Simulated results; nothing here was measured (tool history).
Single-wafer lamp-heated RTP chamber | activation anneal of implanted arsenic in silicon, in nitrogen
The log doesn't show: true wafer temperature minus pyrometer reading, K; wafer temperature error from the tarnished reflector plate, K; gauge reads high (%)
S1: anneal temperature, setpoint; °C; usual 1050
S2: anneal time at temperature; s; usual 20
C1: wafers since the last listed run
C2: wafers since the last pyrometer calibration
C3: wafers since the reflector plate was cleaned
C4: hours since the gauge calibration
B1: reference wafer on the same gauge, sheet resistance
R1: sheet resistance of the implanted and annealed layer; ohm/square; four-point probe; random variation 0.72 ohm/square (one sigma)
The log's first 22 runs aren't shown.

| run | day | S1 | S2 | C1 | C2 | C3 | C4 | B1 | R1 |
|---|---|---|---|---|---|---|---|---|---|
| 23 | 13.5 | 1050 | 20 | 110 | 636 | 647 | 220.7 | 531.62 | 479.53 |
| 24 | 14.246 | 1063 | 14 | 124 | 761 | 771 | 238.6 | 532.19 | 481.16 |
| 25 | 14.925 | 1023 | 20 | 113 | 874 | 885 | 254.9 | 532.16 | 485.64 |
| 26 | 15.242 | 1074 | 31 | 52 | 927 | 938 | 262.5 | 532.43 | 464.47 |
| 27 | 15.575 | 1050 | 13 | 55 | 983 | 993 | 270.5 | 532.11 | 485.13 |
| 28 | 16.054 | 1050 | 14 | 80 | 1063 | 1073 | 282 | 532.07 | 482 |
| 29 | 16.675 | 1022 | 11 | 103 | 1167 | 1177 | 296.9 | 531.98 | 489.75 |
| 30 | 17.025 | 1058 | 20 | 58 | 1225 | 1236 | 305.3 | 532.08 | 476.7 |
| 31 | 17.662 | 1069 | 24 | 106 | 1332 | 1342 | 320.6 | 532.06 | 471.15 |
| 32 | 18.154 | 1035 | 10 | 82 | 1414 | 1424 | 332.4 | 531.8 | 488.24 |
| 33 | 19.688 | 1075 | 32 | 256 | 1670 | 1680 | 369.2 | 531.97 | 461.72 |
| 34 | 20.362 | 1050 | 20 | 112 | 1782 | 1793 | 385.4 | 531.88 | 480.08 |
| 35 | 21.067 | 1050 | 20 | 117 | 1900 | 1911 | 402.3 | 531.91 | 479.01 |
| 36 | 21.475 | 1076 | 10 | 68 | 1968 | 1979 | 412.1 | 531.97 | 480 |

5 ways to go on from here, each from the tool as it stands after run 36. What would each give?
| A | 21.492 | 1074 | 20 | 2 | 1971 | 1982 | 412.5 | ? | ? |
| B | 21.492 | 1073 | 13 | 2 | 1971 | 1982 | 412.5 | ? | ? |
| C | 21.492 | 1026 | 20 | 2 | 1971 | 1982 | 412.5 | ? | ? |
| D | 21.492 | 1050 | 28 | 2 | 1971 | 1982 | 412.5 | ? | ? |
| E | 21.492 | 1036 | 27 | 2 | 1971 | 1982 | 412.5 | ? | ? |

| run | B1 | R1 |
|---|---|---|
| A | 531.65 | 471.57 |
| B | 531.65 | 478.35 |
| C | 531.65 | 485.02 |
| D | 531.65 | 474.74 |
| E | 531.65 | 479.52 |
Without the tool's hidden state the same runs would have given:
| run | R1 |
|---|---|
| A | 474.61 |
| B | 480.69 |
| C | 486.65 |
| D | 477.5 |
| E | 481.77 |
